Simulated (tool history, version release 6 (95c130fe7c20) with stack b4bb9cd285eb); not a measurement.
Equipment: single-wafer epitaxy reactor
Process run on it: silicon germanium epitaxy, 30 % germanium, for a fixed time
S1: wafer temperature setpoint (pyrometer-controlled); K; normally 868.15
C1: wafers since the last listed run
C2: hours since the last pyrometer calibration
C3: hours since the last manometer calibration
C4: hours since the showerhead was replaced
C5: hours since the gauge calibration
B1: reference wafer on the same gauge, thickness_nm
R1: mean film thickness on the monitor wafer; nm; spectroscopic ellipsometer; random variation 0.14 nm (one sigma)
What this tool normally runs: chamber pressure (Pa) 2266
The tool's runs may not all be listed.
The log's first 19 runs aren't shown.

run 20 hour=913 | S1=854.15 chamber_pressure_(Pa)=2720 | C1=659 C2=543 C3=3071.1 C4=230.9 C5=589.7 | B1=43.496 | R1=42.46
run 21 hour=965.1 | S1=878.15 chamber_pressure_(Pa)=2613 | C1=627 C2=595.1 C3=3123.2 C4=283 C5=641.8 | B1=43.528 | R1=64.686
run 22 hour=1031.9 | S1=873.15 chamber_pressure_(Pa)=2040 | C1=803 C2=661.9 C3=3190 C4=349.8 C5=708.6 | B1=43.546 | R1=54.099
run 23 hour=1085.5 | S1=868.15 chamber_pressure_(Pa)=1933 | C1=645 C2=715.5 C3=3243.6 C4=403.4 C5=762.2 | B1=43.44 | R1=48.635
run 24 hour=1147.9 | S1=864.15 chamber_pressure_(Pa)=2720 | C1=751 C2=777.9 C3=3306 C4=465.8 C5=824.6 | B1=43.48 | R1=50.977
-- hour=1196.1 capacitance manometer re-zeroed and calibrated
run 25 hour=1201.4 | S1=868.15 chamber_pressure_(Pa)=1827 | C1=547 C2=831.4 C3=5.3 C4=519.3 C5=878.1 | B1=43.496 | R1=47.553
run 26 hour=1271.7 | S1=878.15 chamber_pressure_(Pa)=1787 | C1=846 C2=901.7 C3=75.6 C4=589.6 C5=948.4 | B1=43.505 | R1=56.59
run 27 hour=1339.7 | S1=874.15 chamber_pressure_(Pa)=2546 | C1=818 C2=969.7 C3=143.6 C4=657.6 C5=1016.4 | B1=43.54 | R1=59.614
run 28 hour=1400 | S1=868.15 chamber_pressure_(Pa)=2266 | C1=725 C2=1030 C3=203.9 C4=717.9 C5=1076.7 | B1=43.509 | R1=51.151
run 29 hour=1446.3 | S1=880.15 chamber_pressure_(Pa)=2613 | C1=557 C2=1076.3 C3=250.2 C4=764.2 C5=1123 | B1=43.491 | R1=66.843
run 30 hour=1476.9 | S1=877.15 chamber_pressure_(Pa)=1800 | C1=368 C2=1106.9 C3=280.8 C4=794.8 C5=1153.6 | B1=43.475 | R1=55.512

Forecast run 31:
run 31 hour=1505.3 | S1=868.15 chamber_pressure_(Pa)=1933 | C1=341 C2=1135.3 C3=309.2 C4=823.2 C5=1182 | B1=? | R1=?

{"run 31": {"B1": 43.468, "R1": 48.375}}
Take away the tool's hidden state, keep the run-to-run variation as it was, and the same run would have given R1 48.994 nm.
